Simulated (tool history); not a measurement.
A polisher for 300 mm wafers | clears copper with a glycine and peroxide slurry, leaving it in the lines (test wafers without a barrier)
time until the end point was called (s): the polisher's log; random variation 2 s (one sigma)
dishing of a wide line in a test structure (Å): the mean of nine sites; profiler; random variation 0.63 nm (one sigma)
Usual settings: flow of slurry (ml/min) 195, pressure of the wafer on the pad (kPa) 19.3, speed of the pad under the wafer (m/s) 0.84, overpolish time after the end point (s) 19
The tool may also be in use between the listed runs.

| run | hour | flow of slurry (ml/min) | pressure of the wafer on the pad (kPa) | speed of the pad under the wafer (m/s) | overpolish time after the end point (s) | incoming thickness of the incoming film, nm | time until the end point was called (s) | dishing of a wide line in a test structure (Å) |
|---|---|---|---|---|---|---|---|---|
| 1 | 0.0 | 195 | 19.3 | 0.84 | 19 | 719.1 | 157.2 | 559 |
| 2 | 45.4 | 195 | 19.3 | 0.84 | 19 | 705.7 | 159.1 | 541 |
| 3 | 56.0 | 195 | 19.3 | 0.84 | 19 | 715.7 | 161.9 | 543 |
| 4 | 95.2 | 195 | 19.3 | 0.84 | 19 | 715.4 | 162.3 | 549 |
| 5 | 101.5 | 195 | 19.3 | 0.78 | 19 | 708.4 | 169.8 | 528 |
| 6 | 115.7 | 195 | 19.3 | 0.78 | 19 | 704.1 | 169.6 | 522 |
| 7 | 132.3 | 195 | 14.5 | 0.84 | 19 | 699.3 | 193.6 | 468 |
| 8 | 145.8 | 195 | 14.5 | 0.84 | 19 | 697.3 | 189.8 | 464 |
| 9 | 152.5 | 195 | 14.5 | 0.84 | 19 | 703.0 | 188.8 | 476 |
| 10 | 159.6 | 195 | 19.3 | 0.68 | 19 | 718.2 | 192.5 | 485 |
|  | 163.6 | head pressure recalibrated |
| 11 | 173.1 | 195 | 19.3 | 1.00 | 19 | 712.2 | 142.9 | 587 |
| 12 | 179.8 | 195 | 19.3 | 0.84 | 19 | 714.3 | 165.4 | 536 |
| 13 | 189.3 | 195 | 19.3 | 0.98 | 19 | 700.4 | 147.3 | 583 |
| 14 | 196.1 | 230 | 22.1 | 1.00 | 12 | 723.7 | 129.7 | 457 |
| 15 | 202.8 | 160 | 19.3 | 0.84 | 19 | 719.2 | 173.1 | 528 |
| 16 | 220.6 | 195 | 19.3 | 0.84 | 13 | 699.8 | 161.4 | 397 |
| 17 | 237.8 | 195 | 21.4 | 0.84 | 19 | 700.3 | 152.3 | 558 |
|  | 244.9 | slurry nozzle cleaned |
| 18 | 251.9 | 225 | 15.2 | 0.84 | 19 | 723.5 | 187.4 | 481 |
| 19 | 265.2 | 195 | 19.3 | 0.84 | 19 | 719.8 | 164.4 | 537 |
|  | 272.5 | worn pad replaced by a new one, of another model than before |
| 20 | 274.1 | 235 | 19.3 | 0.98 | 19 | 718.2 | 132.0 | 602 |
| 21 | 283.7 | 195 | 19.3 | 0.84 | 19 | 702.6 | 154.9 | 564 |
| 22 | 298.9 | 230 | 22.1 | 1.00 | 12 | 712.9 | 117.3 | 489 |
| 23 | 316.6 | 195 | 19.3 | 0.84 | 15 | 714.8 | 158.8 | 467 |
| 24 | 327.0 | 195 | 19.3 | 0.58 | 19 | 720.1 | 193.1 | 473 |

Forecast run 25:
| 25 | 338.3 | 195 | 26.2 | 0.84 | 19 | 710.3 | ? | ? |

Run 25 gave time until the end point was called (s) 114.3, dishing of a wide line in a test structure (Å) 695.
Without the tool's hidden state the same run would have given time until the end point was called (s) 109.9, dishing of a wide line in a test structure (Å) 713.

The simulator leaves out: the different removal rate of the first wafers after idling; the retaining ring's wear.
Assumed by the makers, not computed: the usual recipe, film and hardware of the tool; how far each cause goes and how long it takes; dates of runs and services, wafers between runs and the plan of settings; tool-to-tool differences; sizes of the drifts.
